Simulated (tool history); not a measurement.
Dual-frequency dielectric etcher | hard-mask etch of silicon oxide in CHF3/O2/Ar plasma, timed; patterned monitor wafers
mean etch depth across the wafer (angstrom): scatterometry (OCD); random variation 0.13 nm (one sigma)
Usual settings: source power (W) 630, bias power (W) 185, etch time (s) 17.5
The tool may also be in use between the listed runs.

run   hour  source power (W)  bias power (W)  etch time (s)  read-back reference wafer on the same gauge, depth_nm  mean etch depth across the wafer (angstrom)
  1      0               630             158           17.5                                                  43.52                                        387.5
  2    7.3               630             158           17.5                                                   43.5                                          389
  3   20.5               630             185           17.5                                                  43.48                                        405.7
  4   35.4               630             185           17.5                                                   43.5                                        411.2
  5   44.7               560             185             15                                                  43.55                                        328.9
        54  -- bias power generator calibrated
      79.7  -- gauge calibrated
      84.1  -- wet clean of the chamber
  6   84.6               630             185           17.5                                                  43.48                                        422.2
  7   84.9               630             185           17.5                                                  43.49                                        422.8
  8   85.2               710             185           17.5                                                  43.53                                        448.6
     110.8  -- wet clean of the chamber, repeated, since the last time left the tool worse
     111.8  -- source power generator calibrated
     125.5  -- upper electrode replaced
  9    126               770             185           13.5                                                   43.5                                        341.1
 10  126.3               710             185           17.5                                                  43.53                                        423.9
 11  126.6               710             185             14                                                  43.52                                        338.4
 12  126.9               550             162           17.5                                                  43.47                                        355.7
 13  133.1               580             215             19                                                  43.51                                        434.5
 14  145.6               630             185           20.5                                                  43.45                                        464.9
 15  156.6               630             185           17.5                                                   43.5                                        395.9
 16  163.5               510             225             14                                                   43.5                                        302.3
 17  175.7               540             185             15                                                  43.55                                          316

Forecast each of these 5 alternatives for the next run:
  A  176.1               630             160           17.5                                                      ?                                            ?
  B  176.1               780             211             13                                                      ?                                            ?
  C  176.1               630             162             13                                                      ?                                            ?
  D  176.1               670             230             13                                                      ?                                            ?
  E  176.1               570             167           14.5                                                      ?                                            ?

run  read-back reference wafer on the same gauge, depth_nm  mean etch depth across the wafer (angstrom)
  A                                                  43.49                                        382.2
  B                                                  43.49                                        343.4
  C                                                  43.49                                          285
  D                                                  43.49                                        327.8
  E                                                  43.49                                        304.4
Without the tool's hidden state the same runs would have given:
run  mean etch depth across the wafer (angstrom)
  A                                        379.5
  B                                          341
  C                                        282.9
  D                                        325.4
  E                                        302.2

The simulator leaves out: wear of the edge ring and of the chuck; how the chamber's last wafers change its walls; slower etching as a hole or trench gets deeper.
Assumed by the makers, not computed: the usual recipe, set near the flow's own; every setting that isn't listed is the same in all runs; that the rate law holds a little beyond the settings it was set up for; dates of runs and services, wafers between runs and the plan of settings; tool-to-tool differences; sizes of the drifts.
